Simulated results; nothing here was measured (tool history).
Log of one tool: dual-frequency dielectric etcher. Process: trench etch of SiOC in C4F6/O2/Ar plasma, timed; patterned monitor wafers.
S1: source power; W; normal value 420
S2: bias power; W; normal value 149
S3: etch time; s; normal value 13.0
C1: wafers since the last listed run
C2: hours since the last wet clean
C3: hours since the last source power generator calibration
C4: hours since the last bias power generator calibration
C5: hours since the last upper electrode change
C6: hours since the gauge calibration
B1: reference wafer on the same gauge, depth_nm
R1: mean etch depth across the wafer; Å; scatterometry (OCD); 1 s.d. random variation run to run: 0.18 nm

run 1 day=0.000 | S1=420 S2=149 S3=10.0 | C1=0 C2=349.8 C3=2338.9 C4=3715.9 C5=5592.5 C6=238.2 | B1=29.57 | R1=206.9
run 2 day=0.304 | S1=420 S2=149 S3=10.0 | C1=93 C2=357.1 C3=2346.2 C4=3723.2 C5=5599.8 C6=245.5 | B1=29.60 | R1=203.2
run 3 day=0.588 | S1=420 S2=133 S3=13.0 | C1=87 C2=363.9 C3=2353.0 C4=3730.0 C5=5606.6 C6=252.3 | B1=29.62 | R1=252.9
run 4 day=0.929 | S1=420 S2=149 S3=13.0 | C1=104 C2=372.1 C3=2361.2 C4=3738.2 C5=5614.8 C6=260.5 | B1=29.62 | R1=269.8
run 5 day=1.579 | S1=420 S2=149 S3=13.0 | C1=199 C2=387.7 C3=2376.8 C4=3753.8 C5=5630.4 C6=276.1 | B1=29.63 | R1=269.0
run 6 day=1.908 | S1=420 S2=149 S3=13.0 | C1=101 C2=395.6 C3=2384.7 C4=3761.7 C5=5638.3 C6=284.0 | B1=29.63 | R1=267.7
run 7 day=2.817 | S1=420 S2=149 S3=13.0 | C1=278 C2=417.4 C3=2406.5 C4=3783.5 C5=5660.1 C6=305.8 | B1=29.60 | R1=269.2
run 8 day=3.096 | S1=420 S2=149 S3=13.0 | C1=85 C2=424.1 C3=2413.2 C4=3790.2 C5=5666.8 C6=312.5 | B1=29.59 | R1=268.1
run 9 day=3.408 | S1=420 S2=149 S3=13.0 | C1=95 C2=431.6 C3=2420.7 C4=3797.7 C5=5674.3 C6=320.0 | B1=29.60 | R1=268.4
run 10 day=3.967 | S1=390 S2=149 S3=13.0 | C1=171 C2=445.0 C3=2434.1 C4=3811.1 C5=5687.7 C6=333.4 | B1=29.59 | R1=260.1
run 11 day=4.583 | S1=390 S2=149 S3=13.0 | C1=189 C2=459.8 C3=2448.9 C4=3825.9 C5=5702.5 C6=348.2 | B1=29.57 | R1=261.1
run 12 day=5.192 | S1=420 S2=157 S3=13.0 | C1=186 C2=474.4 C3=2463.5 C4=3840.5 C5=5717.1 C6=362.8 | B1=29.65 | R1=276.0
-- day=5.304 gauge calibrated
run 13 day=5.929 | S1=420 S2=157 S3=13.0 | C1=226 C2=492.1 C3=2481.2 C4=3858.2 C5=5734.8 C6=15.0 | B1=29.64 | R1=275.1
-- day=7.404 source power generator calibrated
-- day=8.138 upper electrode replaced
run 14 day=8.158 | S1=480 S2=149 S3=13.0 | C1=408 C2=545.6 C3=18.1 C4=3911.7 C5=0.5 C6=68.5 | B1=29.57 | R1=287.4
-- day=9.400 bias power generator calibrated
-- day=10.175 wet clean of the chamber
run 15 day=10.196 | S1=420 S2=149 S3=10.5 | C1=337 C2=0.5 C3=67.0 C4=19.1 C5=49.4 C6=117.4 | B1=29.58 | R1=208.4
run 16 day=10.208 | S1=460 S2=149 S3=11.0 | C1=3 C2=0.8 C3=67.3 C4=19.4 C5=49.7 C6=117.7 | B1=29.63 | R1=223.6
run 17 day=10.379 | S1=420 S2=149 S3=13.0 | C1=52 C2=4.9 C3=71.4 C4=23.5 C5=53.8 C6=121.8 | B1=29.59 | R1=256.6
run 18 day=10.708 | S1=460 S2=121 S3=10.5 | C1=101 C2=12.8 C3=79.3 C4=31.4 C5=61.7 C6=129.7 | B1=29.56 | R1=199.7
run 19 day=11.358 | S1=340 S2=173 S3=17.0 | C1=199 C2=28.4 C3=94.9 C4=47.0 C5=77.3 C6=145.3 | B1=29.59 | R1=331.8
run 20 day=11.817 | S1=360 S2=128 S3=11.0 | C1=140 C2=39.4 C3=105.9 C4=58.0 C5=88.3 C6=156.3 | B1=29.59 | R1=194.1
run 21 day=12.079 | S1=330 S2=149 S3=13.0 | C1=80 C2=45.7 C3=112.2 C4=64.3 C5=94.6 C6=162.6 | B1=29.61 | R1=237.8
run 22 day=12.425 | S1=500 S2=165 S3=13.0 | C1=106 C2=54.0 C3=120.5 C4=72.6 C5=102.9 C6=170.9 | B1=29.63 | R1=285.8
run 23 day=12.962 | S1=480 S2=166 S3=9.5 | C1=165 C2=66.9 C3=133.4 C4=85.5 C5=115.8 C6=183.8 | B1=29.63 | R1=206.8
run 24 day=13.471 | S1=460 S2=137 S3=13.0 | C1=156 C2=79.1 C3=145.6 C4=97.7 C5=128.0 C6=196.0 | B1=29.57 | R1=261.0
run 25 day=14.196 | S1=370 S2=129 S3=16.5 | C1=222 C2=96.5 C3=163.0 C4=115.1 C5=145.4 C6=213.4 | B1=29.61 | R1=295.8
run 26 day=14.571 | S1=460 S2=167 S3=15.0 | C1=115 C2=105.5 C3=172.0 C4=124.1 C5=154.4 C6=222.4 | B1=29.52 | R1=326.6
run 27 day=15.212 | S1=420 S2=149 S3=13.0 | C1=197 C2=120.9 C3=187.4 C4=139.5 C5=169.8 C6=237.8 | B1=29.61 | R1=260.9
run 28 day=15.471 | S1=420 S2=138 S3=13.0 | C1=79 C2=127.1 C3=193.6 C4=145.7 C5=176.0 C6=244.0 | B1=29.59 | R1=256.1
run 29 day=16.000 | S1=420 S2=149 S3=13.0 | C1=162 C2=139.8 C3=206.3 C4=158.4 C5=188.7 C6=256.7 | B1=29.63 | R1=261.3

Alternative continuations, all from the tool just after run 29; predict every row:
run A day=16.017 | S1=420 S2=149 S3=13.0 | C1=5 C2=140.2 C3=206.7 C4=158.8 C5=189.1 C6=257.1 | B1=? | R1=?
run B day=16.017 | S1=420 S2=182 S3=13.0 | C1=5 C2=140.2 C3=206.7 C4=158.8 C5=189.1 C6=257.1 | B1=? | R1=?
run C day=16.017 | S1=380 S2=138 S3=9.0 | C1=5 C2=140.2 C3=206.7 C4=158.8 C5=189.1 C6=257.1 | B1=? | R1=?

run=A B1=29.59 R1=258.9
run=B B1=29.59 R1=280.6
run=C B1=29.59 R1=167.3
Stripped of hidden state, with their random variation kept, the same runs would have yielded:
run=A R1=256.9
run=B R1=278.4
run=C R1=166.0
